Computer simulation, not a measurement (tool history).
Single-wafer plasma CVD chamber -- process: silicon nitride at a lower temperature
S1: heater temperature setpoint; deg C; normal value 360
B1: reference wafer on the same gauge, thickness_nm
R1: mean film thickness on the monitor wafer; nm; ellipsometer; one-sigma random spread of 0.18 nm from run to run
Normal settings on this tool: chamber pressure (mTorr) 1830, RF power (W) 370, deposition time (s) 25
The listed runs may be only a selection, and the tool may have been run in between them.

{"run": 1, "day": 0.0, "S1": 360, "chamber pressure (mTorr)": 1830, "RF power (W)": 370, "deposition time (s)": 25, "B1": 30.341, "R1": 31.992}
{"run": 2, "day": 2.058, "S1": 360, "chamber pressure (mTorr)": 1830, "RF power (W)": 370, "deposition time (s)": 25, "B1": 30.304, "R1": 31.826}
{"run": 3, "day": 4.129, "S1": 360, "chamber pressure (mTorr)": 1830, "RF power (W)": 335, "deposition time (s)": 25, "B1": 30.302, "R1": 30.332}
{"run": 4, "day": 8.492, "S1": 360, "chamber pressure (mTorr)": 1830, "RF power (W)": 335, "deposition time (s)": 25, "B1": 30.308, "R1": 30.238}
{"run": 5, "day": 11.096, "S1": 360, "chamber pressure (mTorr)": 1830, "RF power (W)": 335, "deposition time (s)": 25, "B1": 30.272, "R1": 30.127}
{"run": 6, "day": 13.771, "S1": 360, "chamber pressure (mTorr)": 1830, "RF power (W)": 370, "deposition time (s)": 26.2, "B1": 30.306, "R1": 33.335}
{"run": 7, "day": 16.479, "S1": 355, "chamber pressure (mTorr)": 1510, "RF power (W)": 430, "deposition time (s)": 29.1, "B1": 30.285, "R1": 38.053}
{"day": 17.904, "done": "capacitance manometer re-zeroed and calibrated"}
{"run": 8, "day": 18.154, "S1": 360, "chamber pressure (mTorr)": 1400, "RF power (W)": 350, "deposition time (s)": 25, "B1": 30.256, "R1": 28.359}
{"day": 20.904, "done": "gauge calibrated"}
{"run": 9, "day": 22.717, "S1": 360, "chamber pressure (mTorr)": 1710, "RF power (W)": 370, "deposition time (s)": 25, "B1": 30.312, "R1": 30.98}
{"day": 31.125, "done": "RF generator calibrated"}
{"run": 10, "day": 35.067, "S1": 360, "chamber pressure (mTorr)": 2210, "RF power (W)": 310, "deposition time (s)": 25, "B1": 30.28, "R1": 30.399}
{"day": 36.262, "done": "thermocouple changed; heater temperature recalibrated"}
{"run": 11, "day": 48.033, "S1": 360, "chamber pressure (mTorr)": 1510, "RF power (W)": 370, "deposition time (s)": 25, "B1": 30.307, "R1": 30.296}
{"run": 12, "day": 53.875, "S1": 360, "chamber pressure (mTorr)": 1830, "RF power (W)": 370, "deposition time (s)": 25, "B1": 30.298, "R1": 31.858}
{"run": 13, "day": 57.954, "S1": 354, "chamber pressure (mTorr)": 1700, "RF power (W)": 345, "deposition time (s)": 22.3, "B1": 30.321, "R1": 27.016}
{"run": 14, "day": 62.396, "S1": 360, "chamber pressure (mTorr)": 1830, "RF power (W)": 370, "deposition time (s)": 29.7, "B1": 30.284, "R1": 37.536}
{"run": 15, "day": 66.558, "S1": 360, "chamber pressure (mTorr)": 1830, "RF power (W)": 370, "deposition time (s)": 21.5, "B1": 30.277, "R1": 27.484}
{"run": 16, "day": 69.512, "S1": 371, "chamber pressure (mTorr)": 1830, "RF power (W)": 370, "deposition time (s)": 26.3, "B1": 30.315, "R1": 33.297}
{"run": 17, "day": 71.117, "S1": 354, "chamber pressure (mTorr)": 1830, "RF power (W)": 305, "deposition time (s)": 29.7, "B1": 30.272, "R1": 33.531}
{"day": 79.992, "done": "capacitance manometer re-zeroed and calibrated"}
{"run": 18, "day": 82.771, "S1": 360, "chamber pressure (mTorr)": 2170, "RF power (W)": 370, "deposition time (s)": 22.9, "B1": 30.286, "R1": 29.923}
{"run": 19, "day": 85.646, "S1": 366, "chamber pressure (mTorr)": 1830, "RF power (W)": 300, "deposition time (s)": 20.1, "B1": 30.294, "R1": 22.12}
{"run": 20, "day": 88.833, "S1": 360, "chamber pressure (mTorr)": 2020, "RF power (W)": 335, "deposition time (s)": 25, "B1": 30.286, "R1": 30.254}
{"run": 21, "day": 91.975, "S1": 360, "chamber pressure (mTorr)": 1960, "RF power (W)": 370, "deposition time (s)": 25, "B1": 30.269, "R1": 31.98}
{"day": 94.817, "done": "showerhead replaced"}
{"run": 22, "day": 96.121, "S1": 348, "chamber pressure (mTorr)": 1830, "RF power (W)": 370, "deposition time (s)": 28.1, "B1": 30.32, "R1": 35.437}
{"run": 23, "day": 100.362, "S1": 360, "chamber pressure (mTorr)": 1830, "RF power (W)": 390, "deposition time (s)": 25, "B1": 30.292, "R1": 32.068}
{"day": 103.762, "done": "RF generator calibrated"}
{"day": 103.875, "done": "thermocouple changed; heater temperature recalibrated"}
{"run": 24, "day": 112.183, "S1": 353, "chamber pressure (mTorr)": 1830, "RF power (W)": 425, "deposition time (s)": 20.7, "B1": 30.318, "R1": 29.176}
{"run": 25, "day": 118.75, "S1": 360, "chamber pressure (mTorr)": 2250, "RF power (W)": 370, "deposition time (s)": 27.2, "B1": 30.286, "R1": 37.149}
{"run": 26, "day": 120.546, "S1": 374, "chamber pressure (mTorr)": 1570, "RF power (W)": 395, "deposition time (s)": 25, "B1": 30.322, "R1": 31.565}
{"run": 27, "day": 129.771, "S1": 360, "chamber pressure (mTorr)": 1830, "RF power (W)": 370, "deposition time (s)": 25, "B1": 30.331, "R1": 32.183}
{"run": 28, "day": 132.171, "S1": 360, "chamber pressure (mTorr)": 1830, "RF power (W)": 370, "deposition time (s)": 25, "B1": 30.295, "R1": 31.798}
{"run": 29, "day": 136.392, "S1": 360, "chamber pressure (mTorr)": 2050, "RF power (W)": 370, "deposition time (s)": 23.5, "B1": 30.306, "R1": 30.845}

Exercise: give the hidden state of the tool at every run:
wafer temperature above the value expected at the setpoint (K): 0 in every run
true pressure above the setpoint (%): 0 in every run
gauge reads high (%): 0 in every run
H1: delivered RF power above the setpoint (%)
run=1 H1=-0.679
run=2 H1=-0.795
run=3 H1=-0.922
run=4 H1=-1.22
run=5 H1=-1.42
run=6 H1=-1.64
run=7 H1=-1.88
run=8 H1=-2.03
run=9 H1=-2.49
run=10 H1=-0.172
run=11 H1=-0.474
run=12 H1=-0.733
run=13 H1=-0.959
run=14 H1=-1.25
run=15 H1=-1.56
run=16 H1=-1.8
run=17 H1=-1.94
run=18 H1=-3.13
run=19 H1=-3.47
run=20 H1=-3.87
run=21 H1=-4.29
run=22 H1=-4.87
run=23 H1=-5.51
run=24 H1=-0.3
run=25 H1=-0.472
run=26 H1=-0.536
run=27 H1=-0.976
run=28 H1=-1.12
run=29 H1=-1.41

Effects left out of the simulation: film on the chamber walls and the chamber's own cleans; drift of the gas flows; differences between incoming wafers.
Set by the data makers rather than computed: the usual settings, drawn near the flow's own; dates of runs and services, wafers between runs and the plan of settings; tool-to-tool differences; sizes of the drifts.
